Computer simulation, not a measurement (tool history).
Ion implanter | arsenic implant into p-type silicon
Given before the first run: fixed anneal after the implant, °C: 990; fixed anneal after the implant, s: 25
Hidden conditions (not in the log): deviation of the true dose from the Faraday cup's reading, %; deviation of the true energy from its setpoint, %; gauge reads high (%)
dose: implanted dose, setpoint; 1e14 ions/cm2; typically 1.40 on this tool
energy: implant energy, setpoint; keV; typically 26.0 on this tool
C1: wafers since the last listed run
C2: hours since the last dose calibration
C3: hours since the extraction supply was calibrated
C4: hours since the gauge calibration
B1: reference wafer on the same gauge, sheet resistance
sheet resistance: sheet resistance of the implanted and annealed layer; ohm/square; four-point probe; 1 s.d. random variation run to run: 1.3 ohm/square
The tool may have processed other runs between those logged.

run 1 hour=0.0 | dose=1.08 energy=26.0 | C1=0 C2=2079.3 C3=4098.0 C4=886.2 | B1=565.01 | sheet_resistance=709.85
run 2 hour=30.6 | dose=1.08 energy=26.0 | C1=447 C2=2109.9 C3=4128.6 C4=916.8 | B1=565.19 | sheet_resistance=707.11
run 3 hour=56.6 | dose=1.40 energy=29.0 | C1=380 C2=2135.9 C3=4154.6 C4=942.8 | B1=564.95 | sheet_resistance=582.57
run 4 hour=81.2 | dose=1.40 energy=29.0 | C1=359 C2=2160.5 C3=4179.2 C4=967.4 | B1=565.05 | sheet_resistance=581.77
run 5 hour=117.3 | dose=1.40 energy=29.0 | C1=528 C2=2196.6 C3=4215.3 C4=1003.5 | B1=564.85 | sheet_resistance=578.39
run 6 hour=179.3 | dose=1.40 energy=26.0 | C1=907 C2=2258.6 C3=4277.3 C4=1065.5 | B1=564.90 | sheet_resistance=592.32
run 7 hour=227.8 | dose=1.40 energy=26.0 | C1=709 C2=2307.1 C3=4325.8 C4=1114.0 | B1=565.14 | sheet_resistance=592.51
run 8 hour=282.4 | dose=1.30 energy=24.0 | C1=798 C2=2361.7 C3=4380.4 C4=1168.6 | B1=564.99 | sheet_resistance=634.09
run 9 hour=350.4 | dose=1.40 energy=26.0 | C1=995 C2=2429.7 C3=4448.4 C4=1236.6 | B1=565.03 | sheet_resistance=594.56
run 10 hour=410.2 | dose=1.40 energy=26.0 | C1=875 C2=2489.5 C3=4508.2 C4=1296.4 | B1=565.06 | sheet_resistance=592.24
-- hour=432.4 gauge calibrated
run 11 hour=463.2 | dose=1.54 energy=31.0 | C1=775 C2=2542.5 C3=4561.2 C4=30.8 | B1=564.92 | sheet_resistance=538.42
-- hour=550.3 Faraday cup replaced and dose calibrated
run 12 hour=670.0 | dose=1.54 energy=31.0 | C1=2909 C2=119.7 C3=4768.0 C4=237.6 | B1=565.16 | sheet_resistance=526.40
run 13 hour=710.0 | dose=1.70 energy=26.0 | C1=585 C2=159.7 C3=4808.0 C4=277.6 | B1=564.80 | sheet_resistance=503.78
-- hour=770.6 extraction supply calibrated
run 14 hour=771.1 | dose=1.70 energy=26.0 | C1=777 C2=220.8 C3=0.5 C4=338.7 | B1=564.87 | sheet_resistance=505.62
run 15 hour=796.3 | dose=1.29 energy=29.0 | C1=368 C2=246.0 C3=25.7 C4=363.9 | B1=564.87 | sheet_resistance=606.49
run 16 hour=824.9 | dose=1.40 energy=33.5 | C1=418 C2=274.6 C3=54.3 C4=392.5 | B1=565.27 | sheet_resistance=557.04
run 17 hour=876.8 | dose=1.40 energy=29.0 | C1=759 C2=326.5 C3=106.2 C4=444.4 | B1=564.86 | sheet_resistance=574.59
run 18 hour=914.2 | dose=1.52 energy=26.0 | C1=547 C2=363.9 C3=143.6 C4=481.8 | B1=564.98 | sheet_resistance=550.90
run 19 hour=973.1 | dose=1.16 energy=21.0 | C1=861 C2=422.8 C3=202.5 C4=540.7 | B1=565.02 | sheet_resistance=690.93
run 20 hour=1018.9 | dose=1.65 energy=19.5 | C1=670 C2=468.6 C3=248.3 C4=586.5 | B1=565.09 | sheet_resistance=544.80
run 21 hour=1044.3 | dose=1.40 energy=26.0 | C1=371 C2=494.0 C3=273.7 C4=611.9 | B1=565.21 | sheet_resistance=586.48
run 22 hour=1082.0 | dose=1.82 energy=23.0 | C1=551 C2=531.7 C3=311.4 C4=649.6 | B1=565.21 | sheet_resistance=493.57
run 23 hour=1107.1 | dose=1.52 energy=26.0 | C1=367 C2=556.8 C3=336.5 C4=674.7 | B1=565.13 | sheet_resistance=552.46
run 24 hour=1154.9 | dose=1.40 energy=30.0 | C1=699 C2=604.6 C3=384.3 C4=722.5 | B1=565.19 | sheet_resistance=573.23
run 25 hour=1197.4 | dose=1.40 energy=28.5 | C1=621 C2=647.1 C3=426.8 C4=765.0 | B1=564.91 | sheet_resistance=580.58
run 26 hour=1223.3 | dose=1.79 energy=29.0 | C1=378 C2=673.0 C3=452.7 C4=790.9 | B1=565.23 | sheet_resistance=484.47
run 27 hour=1253.5 | dose=1.23 energy=34.5 | C1=441 C2=703.2 C3=482.9 C4=821.1 | B1=564.94 | sheet_resistance=614.45
run 28 hour=1302.2 | dose=1.40 energy=32.0 | C1=712 C2=751.9 C3=531.6 C4=869.8 | B1=565.13 | sheet_resistance=570.71

Consider 3 possible next runs. They are alternatives, not a sequence: every one starts from the tool as it was left by run 28. What does each give?
run A hour=1302.6 | dose=1.18 energy=26.0 | C1=5 C2=752.3 C3=532.0 C4=870.2 | B1=? | sheet_resistance=?
run B hour=1302.6 | dose=1.81 energy=26.0 | C1=5 C2=752.3 C3=532.0 C4=870.2 | B1=? | sheet_resistance=?
run C hour=1302.6 | dose=1.26 energy=22.5 | C1=5 C2=752.3 C3=532.0 C4=870.2 | B1=? | sheet_resistance=?

run=A B1=564.89 sheet_resistance=667.70
run=B B1=564.89 sheet_resistance=492.16
run=C B1=564.89 sheet_resistance=653.66
Without the tool's unlogged condition, the same runs would have read:
run=A sheet_resistance=650.22
run=B sheet_resistance=478.74
run=C sheet_resistance=636.24

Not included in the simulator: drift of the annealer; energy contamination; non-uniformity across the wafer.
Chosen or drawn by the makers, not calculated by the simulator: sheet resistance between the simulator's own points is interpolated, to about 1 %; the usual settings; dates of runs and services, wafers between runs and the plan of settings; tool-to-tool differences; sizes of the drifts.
